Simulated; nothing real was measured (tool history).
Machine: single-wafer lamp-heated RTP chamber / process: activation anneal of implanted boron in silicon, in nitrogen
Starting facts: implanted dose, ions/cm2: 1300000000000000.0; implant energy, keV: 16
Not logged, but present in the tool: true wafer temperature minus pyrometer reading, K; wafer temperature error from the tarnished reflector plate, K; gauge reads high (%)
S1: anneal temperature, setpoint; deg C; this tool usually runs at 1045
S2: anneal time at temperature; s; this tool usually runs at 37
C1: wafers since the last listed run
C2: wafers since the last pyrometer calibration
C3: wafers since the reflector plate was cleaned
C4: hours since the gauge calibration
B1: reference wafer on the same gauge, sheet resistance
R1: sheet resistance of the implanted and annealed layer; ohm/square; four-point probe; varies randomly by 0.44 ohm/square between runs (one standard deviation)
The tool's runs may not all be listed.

Run 1, hour 0: usual settings but S1 1068 deg C; C1 0; C2 4480; C3 9804; C4 547.2; B1 76.79. Result: R1 79.65 ohm/square.
Run 2, hour 46.6: usual settings but S1 1068 deg C; C1 371; C2 4852; C3 10175; C4 593.8; B1 77.03. Result: R1 79.91 ohm/square.
Run 3, hour 123.1: usual settings but S1 1056 deg C, S2 53 s; C1 610; C2 5462; C3 10785; C4 670.3; B1 76.95. Result: R1 79.53 ohm/square.
Run 4, hour 210.2: usual settings but S1 1056 deg C, S2 53 s; C1 694; C2 6157; C3 11480; C4 757.4; B1 77.38. Result: R1 80.47 ohm/square.
Run 5, hour 271.9: usual settings but S1 1056 deg C, S2 53 s; C1 492; C2 6649; C3 11972; C4 819.1; B1 77.31. Result: R1 79.4 ohm/square.
Run 6, hour 360.8: usual settings but S1 1028 deg C, S2 46 s; C1 709; C2 7358; C3 12681; C4 908; B1 77.3. Result: R1 83.34 ohm/square.
At hour 447.4: reflector plate cleaned.
Run 7, hour 459: usual settings but S1 1028 deg C, S2 46 s; C1 719; C2 8078; C3 92; C4 1006.2; B1 77.25. Result: R1 82.49 ohm/square.
Run 8, hour 541.8: usual settings but S1 1025 deg C; C1 660; C2 8738; C3 753; C4 1089; B1 77.51. Result: R1 84.07 ohm/square.
At hour 573.2: pyrometer window cleaned and pyrometer calibrated.
Run 9, hour 587.8: usual settings but S2 43 s; C1 303; C2 116; C3 1056; C4 1135; B1 77.55. Result: R1 81.23 ohm/square.
At hour 685.9: gauge calibrated.
Run 10, hour 686.2: usual settings but S2 45 s; C1 784; C2 901; C3 1841; C4 0.3; B1 74.98. Result: R1 80.26 ohm/square.
Run 11, hour 757.6: usual settings but S1 1060 deg C; C1 569; C2 1471; C3 2410; C4 71.7; B1 75.51. Result: R1 78.97 ohm/square.
Run 12, hour 1028.8: usual settings but S1 1056 deg C, S2 53 s; C1 2163; C2 3634; C3 4573; C4 342.9; B1 76.6. Result: R1 79.57 ohm/square.
Run 13, hour 1132.7: usual settings but S1 1017 deg C, S2 50 s; C1 828; C2 4463; C3 5402; C4 446.8; B1 76.51. Result: R1 83.95 ohm/square.
Run 14, hour 1186.8: usual settings but S2 43 s; C1 431; C2 4894; C3 5834; C4 500.9; B1 76.76. Result: R1 81.08 ohm/square.

Forecast each of these 3 alternatives for the next run:
Run A, hour 1187.2: usual settings; C1 3; C2 4897; C3 5837; C4 501.3; B1 ?. Result: R1 ?.
Run B, hour 1187.2: usual settings but S1 1017 deg C; C1 3; C2 4897; C3 5837; C4 501.3; B1 ?. Result: R1 ?.
Run C, hour 1187.2: usual settings but S1 1019 deg C, S2 29 s; C1 3; C2 4897; C3 5837; C4 501.3; B1 ?. Result: R1 ?.

run     B1     R1
  A  76.65  81.14
  B  76.65  84.33
  C  76.65   84.6
Had the tool no hidden state, the same runs would have come out as:
run     R1
  A  79.71
  B  82.85
  C  83.12
